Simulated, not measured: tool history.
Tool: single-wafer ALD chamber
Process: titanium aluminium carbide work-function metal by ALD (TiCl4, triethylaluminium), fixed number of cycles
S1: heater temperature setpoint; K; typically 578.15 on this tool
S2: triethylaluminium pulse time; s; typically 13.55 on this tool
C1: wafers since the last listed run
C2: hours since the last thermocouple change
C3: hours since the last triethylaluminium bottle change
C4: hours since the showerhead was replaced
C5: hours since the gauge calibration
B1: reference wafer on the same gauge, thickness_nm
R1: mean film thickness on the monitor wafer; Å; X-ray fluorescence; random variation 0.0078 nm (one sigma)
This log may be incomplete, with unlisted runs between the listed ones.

Run 1, hour 0: usual settings but S1 575.15 K; C1 0; C2 1891.9; C3 504.9; C4 5203; C5 265.4; B1 2.625. Result: R1 24.96 Å.
Run 2, hour 107.3: usual settings but S1 575.15 K; C1 980; C2 1999.2; C3 612.2; C4 5310.3; C5 372.7; B1 2.618. Result: R1 25.13 Å.
Run 3, hour 211.3: usual settings but S1 575.15 K; C1 950; C2 2103.2; C3 716.2; C4 5414.3; C5 476.7; B1 2.624. Result: R1 25.11 Å.
Run 4, hour 291.5: usual settings but S2 17.34 s; C1 732; C2 2183.4; C3 796.4; C4 5494.5; C5 556.9; B1 2.619. Result: R1 25.65 Å.
Run 5, hour 361.2: usual settings but S2 17.34 s; C1 636; C2 2253.1; C3 866.1; C4 5564.2; C5 626.6; B1 2.622. Result: R1 25.55 Å.
At hour 426.5: thermocouple changed; heater temperature recalibrated.
Run 6, hour 428.5: usual settings; C1 541; C2 2; C3 933.4; C4 5631.5; C5 693.9; B1 2.614. Result: R1 25.01 Å.
Run 7, hour 473.5: usual settings; C1 411; C2 47; C3 978.4; C4 5676.5; C5 738.9; B1 2.621. Result: R1 24.99 Å.
Run 8, hour 574: usual settings but S2 16.51 s; C1 918; C2 147.5; C3 1078.9; C4 5777; C5 839.4; B1 2.623. Result: R1 25.16 Å.
At hour 617.9: showerhead replaced.
At hour 646.9: gauge calibrated.
Run 9, hour 671.1: usual settings but S1 591.15 K, S2 8.8 s; C1 814; C2 244.6; C3 1176; C4 53.2; C5 24.2; B1 2.622. Result: R1 23.9 Å.
Run 10, hour 751.9: usual settings but S1 582.15 K; C1 738; C2 325.4; C3 1256.8; C4 134; C5 105; B1 2.62. Result: R1 25.45 Å.
At hour 832.6: triethylaluminium bottle replaced.
Run 11, hour 845.7: usual settings but S2 17.34 s; C1 783; C2 419.2; C3 13.1; C4 227.8; C5 198.8; B1 2.624. Result: R1 25.24 Å.
Run 12, hour 889.8: usual settings but S1 567.15 K, S2 15.58 s; C1 402; C2 463.3; C3 57.2; C4 271.9; C5 242.9; B1 2.619. Result: R1 24.24 Å.
Run 13, hour 927.1: usual settings; C1 340; C2 500.6; C3 94.5; C4 309.2; C5 280.2; B1 2.617. Result: R1 25.05 Å.
Run 14, hour 996.4: usual settings but S1 573.15 K; C1 633; C2 569.9; C3 163.8; C4 378.5; C5 349.5; B1 2.622. Result: R1 24.64 Å.
Run 15, hour 1101.5: usual settings but S1 582.15 K, S2 16.88 s; C1 960; C2 675; C3 268.9; C4 483.6; C5 454.6; B1 2.619. Result: R1 25.89 Å.
Run 16, hour 1150.5: usual settings; C1 447; C2 724; C3 317.9; C4 532.6; C5 503.6; B1 2.621. Result: R1 25.07 Å.

What if the next run were any one of these 4? Each begins from the tool's condition after run 16:
Run A, hour 1150.9: usual settings but S1 566.15 K; C1 3; C2 724.4; C3 318.3; C4 533; C5 504; B1 ?. Result: R1 ?.
Run B, hour 1150.9: usual settings but S1 586.15 K, S2 17.79 s; C1 3; C2 724.4; C3 318.3; C4 533; C5 504; B1 ?. Result: R1 ?.
Run C, hour 1150.9: usual settings but S1 583.15 K, S2 8.36 s; C1 3; C2 724.4; C3 318.3; C4 533; C5 504; B1 ?. Result: R1 ?.
Run D, hour 1150.9: usual settings but S1 589.15 K, S2 16.99 s; C1 3; C2 724.4; C3 318.3; C4 533; C5 504; B1 ?. Result: R1 ?.

run     B1     R1
  A  2.621  24.03
  B  2.621  26.12
  C  2.621  22.75
  D  2.621  26.39
With no hidden state in the tool, these same runs would have given:
run     R1
  A   23.8
  B  25.88
  C  22.54
  D  26.15
